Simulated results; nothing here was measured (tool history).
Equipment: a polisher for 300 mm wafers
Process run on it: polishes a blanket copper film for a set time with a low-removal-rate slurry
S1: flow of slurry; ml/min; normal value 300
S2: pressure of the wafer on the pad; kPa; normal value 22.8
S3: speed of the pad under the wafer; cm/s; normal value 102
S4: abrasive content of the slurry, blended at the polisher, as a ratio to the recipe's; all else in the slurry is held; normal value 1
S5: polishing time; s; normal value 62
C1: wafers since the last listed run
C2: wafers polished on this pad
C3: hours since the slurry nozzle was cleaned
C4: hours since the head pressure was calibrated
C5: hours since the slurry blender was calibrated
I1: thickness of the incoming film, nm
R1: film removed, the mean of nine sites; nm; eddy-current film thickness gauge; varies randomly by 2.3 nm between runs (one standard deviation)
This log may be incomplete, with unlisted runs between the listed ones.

Run 1, hour 0: usual settings but S1 220 ml/min, S2 26.9 kPa; C1 0; C2 193; C3 170.9; C4 817.8; C5 103.7; I1 1530.9. Result: R1 284.6 nm.
Run 2, hour 32.4: usual settings but S1 220 ml/min, S2 26.9 kPa; C1 401; C2 595; C3 203.3; C4 850.2; C5 136.1; I1 1510.1. Result: R1 279.9 nm.
Run 3, hour 87.9: usual settings; C1 687; C2 1283; C3 258.8; C4 905.7; C5 191.6; I1 1529.1. Result: R1 252.1 nm.
At hour 137.6: worn pad replaced by a new one.
Run 4, hour 157.3: usual settings but S4 1.25; C1 810; C2 243; C3 328.2; C4 975.1; C5 261; I1 1530.5. Result: R1 275.6 nm.
Run 5, hour 210.9: usual settings; C1 664; C2 908; C3 381.8; C4 1028.7; C5 314.6; I1 1525.7. Result: R1 253.6 nm.
Run 6, hour 277: usual settings; C1 819; C2 1727; C3 447.9; C4 1094.8; C5 380.7; I1 1531.6. Result: R1 254.4 nm.
At hour 282.4: head pressure recalibrated.
At hour 287.9: slurry blender recalibrated.
At hour 290.4: worn pad replaced by a new one.
At hour 333.9: slurry nozzle cleaned.
Run 7, hour 334.4: usual settings but S1 255 ml/min; C1 618; C2 533; C3 0.5; C4 52; C5 46.5; I1 1537.5. Result: R1 253.6 nm.
At hour 458.6: worn pad replaced by a new one.
Run 8, hour 506.5: usual settings but S1 255 ml/min; C1 2083; C2 593; C3 172.6; C4 224.1; C5 218.6; I1 1520.1. Result: R1 251.7 nm.
Run 9, hour 570.8: usual settings but S3 82 cm/s, S4 0.9, S5 74 s; C1 796; C2 1390; C3 236.9; C4 288.4; C5 282.9; I1 1526.2. Result: R1 238.4 nm.
At hour 613.2: worn pad replaced by a new one.
Run 10, hour 621.1: usual settings but S4 1.25; C1 573; C2 98; C3 287.2; C4 338.7; C5 333.2; I1 1530.5. Result: R1 273 nm.
Run 11, hour 653.3: usual settings but S3 82 cm/s, S4 0.9, S5 74 s; C1 399; C2 497; C3 319.4; C4 370.9; C5 365.4; I1 1533.2. Result: R1 232.4 nm.
Run 12, hour 683: usual settings but S1 245 ml/min, S2 24.8 kPa; C1 368; C2 865; C3 349.1; C4 400.6; C5 395.1; I1 1512.6. Result: R1 267.6 nm.
Run 13, hour 734.3: usual settings but S2 30.3 kPa, S3 74 cm/s; C1 635; C2 1501; C3 400.4; C4 451.9; C5 446.4; I1 1514.3. Result: R1 230.6 nm.
At hour 768.8: slurry blender recalibrated.
At hour 787.6: worn pad replaced by a new one.
Run 14, hour 797.1: usual settings but S2 18.6 kPa, S3 128 cm/s, S4 1.25; C1 704; C2 117; C3 463.2; C4 514.7; C5 28.3; I1 1522.7. Result: R1 301.4 nm.
At hour 831: slurry nozzle cleaned.
Run 15, hour 838.8: usual settings; C1 504; C2 622; C3 7.8; C4 556.4; C5 70; I1 1539.6. Result: R1 258.4 nm.

For run 16, what comes out?
Run 16, hour 893.4: usual settings but S1 240 ml/min, S2 14.5 kPa; C1 676; C2 1299; C3 62.4; C4 611; C5 124.6; I1 1532.8. Result: R1 ?.

R1: 185 nm
With no hidden state in the tool, this same run would have given R1 185 nm.
